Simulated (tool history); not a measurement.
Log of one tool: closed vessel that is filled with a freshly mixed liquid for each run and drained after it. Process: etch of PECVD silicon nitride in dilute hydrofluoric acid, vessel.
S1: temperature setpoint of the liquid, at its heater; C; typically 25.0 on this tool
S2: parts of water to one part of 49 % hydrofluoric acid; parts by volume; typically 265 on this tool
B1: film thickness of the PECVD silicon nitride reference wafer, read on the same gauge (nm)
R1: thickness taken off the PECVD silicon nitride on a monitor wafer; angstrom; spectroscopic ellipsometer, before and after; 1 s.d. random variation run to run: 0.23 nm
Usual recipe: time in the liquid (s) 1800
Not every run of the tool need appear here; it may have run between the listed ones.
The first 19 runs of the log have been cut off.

Run 20, hour 891.4: usual settings but S2 375 parts by volume, time in the liquid (s) 2420; B1 39.99. Result: R1 414.0 angstrom.
At hour 976.3: thermometer replaced.
At hour 1022.8: hydrofluoric acid flow meter replaced.
Run 21, hour 1055.8: usual settings but S1 22.5 C; B1 40.00. Result: R1 353.3 angstrom.
Run 22, hour 1083.2: usual settings but S2 170 parts by volume, time in the liquid (s) 925; B1 39.95. Result: R1 330.8 angstrom.
Run 23, hour 1130.6: usual settings but S1 21.0 C, time in the liquid (s) 1290; B1 40.02. Result: R1 234.7 angstrom.
Run 24, hour 1165.3: usual settings but S2 380 parts by volume, time in the liquid (s) 1095; B1 40.00. Result: R1 175.0 angstrom.
Run 25, hour 1231.5: usual settings; B1 40.01. Result: R1 418.1 angstrom.
Run 26, hour 1270.2: usual settings; B1 39.98. Result: R1 419.2 angstrom.
Run 27, hour 1318.3: usual settings; B1 40.01. Result: R1 421.6 angstrom.
Run 28, hour 1381.0: usual settings but S1 27.5 C, S2 330 parts by volume; B1 40.02. Result: R1 394.3 angstrom.
Run 29, hour 1421.7: usual settings but S2 220 parts by volume, time in the liquid (s) 2125; B1 40.01. Result: R1 606.0 angstrom.
Run 30, hour 1477.3: usual settings but time in the liquid (s) 995; B1 40.06. Result: R1 237.6 angstrom.
Run 31, hour 1518.6: usual settings but S1 27.0 C, time in the liquid (s) 730; B1 39.99. Result: R1 197.8 angstrom.
Run 32, hour 1558.9: usual settings but S1 27.5 C, S2 145 parts by volume, time in the liquid (s) 985; B1 39.96. Result: R1 502.8 angstrom.

Forecast each of these 4 alternatives for the next run:
Run A, hour 1560.1: usual settings; B1 ?. Result: R1 ?.
Run B, hour 1560.1: usual settings but S1 27.0 C, S2 180 parts by volume, time in the liquid (s) 2410; B1 ?. Result: R1 ?.
Run C, hour 1560.1: usual settings but S1 20.5 C, S2 190 parts by volume; B1 ?. Result: R1 ?.
Run D, hour 1560.1: usual settings but S1 20.0 C; B1 ?. Result: R1 ?.

run     B1     R1
  A  40.06  429.8
  B  40.06  959.3
  C  40.06  450.2
  D  40.06  315.1
Without the tool's hidden state the same runs would have given:
run     R1
  A  406.7
  B  906.9
  C  424.2
  D  297.3
